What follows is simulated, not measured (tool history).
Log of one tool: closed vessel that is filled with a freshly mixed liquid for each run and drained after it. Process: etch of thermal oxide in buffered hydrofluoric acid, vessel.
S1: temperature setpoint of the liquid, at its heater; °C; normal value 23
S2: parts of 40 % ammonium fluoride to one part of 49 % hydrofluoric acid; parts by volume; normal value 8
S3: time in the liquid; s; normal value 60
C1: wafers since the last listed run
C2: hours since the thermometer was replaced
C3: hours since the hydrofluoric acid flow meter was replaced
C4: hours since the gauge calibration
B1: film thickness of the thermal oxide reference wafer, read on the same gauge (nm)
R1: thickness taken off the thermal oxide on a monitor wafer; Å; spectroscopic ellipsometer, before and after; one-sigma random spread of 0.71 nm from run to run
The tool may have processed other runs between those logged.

{"run": 1, "hour": 0.0, "S1": 21.5, "S2": 8, "S3": 60, "C1": 0, "C2": 1497.6, "C3": 1200.9, "C4": 241.1, "B1": 60.01, "R1": 615.4}
{"run": 2, "hour": 32.9, "S1": 21.5, "S2": 8, "S3": 60, "C1": 4546, "C2": 1530.5, "C3": 1233.8, "C4": 274, "B1": 60.02, "R1": 616.2}
{"run": 3, "hour": 76.2, "S1": 23, "S2": 8, "S3": 60, "C1": 5983, "C2": 1573.8, "C3": 1277.1, "C4": 317.3, "B1": 59.99, "R1": 667.1}
{"run": 4, "hour": 139.1, "S1": 23, "S2": 8, "S3": 60, "C1": 8691, "C2": 1636.7, "C3": 1340, "C4": 380.2, "B1": 60.01, "R1": 672.9}
{"run": 5, "hour": 193.3, "S1": 27, "S2": 6, "S3": 60, "C1": 7489, "C2": 1690.9, "C3": 1394.2, "C4": 434.4, "B1": 60, "R1": 1106.7}
{"run": 6, "hour": 318.1, "S1": 23, "S2": 8, "S3": 35, "C1": 17244, "C2": 1815.7, "C3": 1519, "C4": 559.2, "B1": 60.01, "R1": 385.8}
{"run": 7, "hour": 385.9, "S1": 23, "S2": 8, "S3": 35, "C1": 9368, "C2": 1883.5, "C3": 1586.8, "C4": 627, "B1": 59.99, "R1": 381.6}
{"run": 8, "hour": 418.7, "S1": 23, "S2": 8, "S3": 85, "C1": 4532, "C2": 1916.3, "C3": 1619.6, "C4": 659.8, "B1": 60, "R1": 932}
{"run": 9, "hour": 447.9, "S1": 23, "S2": 10, "S3": 60, "C1": 4034, "C2": 1945.5, "C3": 1648.8, "C4": 689, "B1": 60, "R1": 544}
{"run": 10, "hour": 518.1, "S1": 23, "S2": 10, "S3": 60, "C1": 9700, "C2": 2015.7, "C3": 1719, "C4": 759.2, "B1": 59.98, "R1": 539.3}
{"hour": 534.0, "done": "hydrofluoric acid flow meter replaced"}
{"run": 11, "hour": 550.3, "S1": 23, "S2": 8, "S3": 60, "C1": 4311, "C2": 2047.9, "C3": 16.3, "C4": 791.4, "B1": 60.01, "R1": 736}
{"run": 12, "hour": 611.0, "S1": 23, "S2": 8, "S3": 70, "C1": 8387, "C2": 2108.6, "C3": 77, "C4": 852.1, "B1": 59.99, "R1": 855.3}
{"run": 13, "hour": 668.0, "S1": 23, "S2": 8, "S3": 70, "C1": 7876, "C2": 2165.6, "C3": 134, "C4": 909.1, "B1": 59.99, "R1": 855.6}
{"run": 14, "hour": 725.4, "S1": 27, "S2": 6, "S3": 35, "C1": 7931, "C2": 2223, "C3": 191.4, "C4": 966.5, "B1": 59.99, "R1": 700.5}
{"run": 15, "hour": 788.7, "S1": 23, "S2": 9, "S3": 60, "C1": 8746, "C2": 2286.3, "C3": 254.7, "C4": 1029.8, "B1": 60, "R1": 632.8}
{"hour": 816.8, "done": "gauge calibrated"}
{"run": 16, "hour": 834.1, "S1": 23, "S2": 8, "S3": 60, "C1": 6273, "C2": 2331.7, "C3": 300.1, "C4": 17.3, "B1": 60, "R1": 721.1}
{"run": 17, "hour": 904.4, "S1": 27.5, "S2": 6.5, "S3": 45, "C1": 9714, "C2": 2402, "C3": 370.4, "C4": 87.6, "B1": 59.99, "R1": 863.3}
{"run": 18, "hour": 1003.9, "S1": 18.5, "S2": 6, "S3": 60, "C1": 13748, "C2": 2501.5, "C3": 469.9, "C4": 187.1, "B1": 60, "R1": 734.6}
{"hour": 1069.9, "done": "thermometer replaced"}
{"run": 19, "hour": 1071.0, "S1": 25.5, "S2": 6.5, "S3": 60, "C1": 9133, "C2": 1.1, "C3": 537, "C4": 254.2, "B1": 60.01, "R1": 1027}
{"run": 20, "hour": 1100.7, "S1": 23, "S2": 8, "S3": 40, "C1": 4103, "C2": 30.8, "C3": 566.7, "C4": 283.9, "B1": 59.99, "R1": 471}
{"run": 21, "hour": 1144.1, "S1": 23, "S2": 8, "S3": 60, "C1": 5996, "C2": 74.2, "C3": 610.1, "C4": 327.3, "B1": 60.01, "R1": 712.6}
{"run": 22, "hour": 1169.8, "S1": 23, "S2": 8, "S3": 60, "C1": 3551, "C2": 99.9, "C3": 635.8, "C4": 353, "B1": 59.99, "R1": 699.2}
{"run": 23, "hour": 1222.2, "S1": 19, "S2": 11, "S3": 40, "C1": 7240, "C2": 152.3, "C3": 688.2, "C4": 405.4, "B1": 59.99, "R1": 286.9}
{"run": 24, "hour": 1268.7, "S1": 23, "S2": 8, "S3": 60, "C1": 6425, "C2": 198.8, "C3": 734.7, "C4": 451.9, "B1": 59.99, "R1": 699.4}
{"run": 25, "hour": 1326.4, "S1": 23, "S2": 10, "S3": 60, "C1": 7972, "C2": 256.5, "C3": 792.4, "C4": 509.6, "B1": 60.01, "R1": 579.6}
{"run": 26, "hour": 1361.9, "S1": 23, "S2": 10.5, "S3": 75, "C1": 4905, "C2": 292, "C3": 827.9, "C4": 545.1, "B1": 59.99, "R1": 682}

For each run, what was the tool's unlogged condition?
liquid colder than its thermometer reads (K): 0 across all the runs
gauge reads high (%): 0 across all the runs
H1: hydrofluoric acid flow below the setpoint (%)
run=1 H1=8.83
run=2 H1=9.06
run=3 H1=9.35
run=4 H1=9.78
run=5 H1=10.2
run=6 H1=11
run=7 H1=11.5
run=8 H1=11.7
run=9 H1=11.9
run=10 H1=12.4
run=11 H1=0.641
run=12 H1=1.06
run=13 H1=1.44
run=14 H1=1.83
run=15 H1=2.27
run=16 H1=2.58
run=17 H1=3.06
run=18 H1=3.73
run=19 H1=4.19
run=20 H1=4.39
run=21 H1=4.69
run=22 H1=4.86
run=23 H1=5.22
run=24 H1=5.54
run=25 H1=5.93
run=26 H1=6.17

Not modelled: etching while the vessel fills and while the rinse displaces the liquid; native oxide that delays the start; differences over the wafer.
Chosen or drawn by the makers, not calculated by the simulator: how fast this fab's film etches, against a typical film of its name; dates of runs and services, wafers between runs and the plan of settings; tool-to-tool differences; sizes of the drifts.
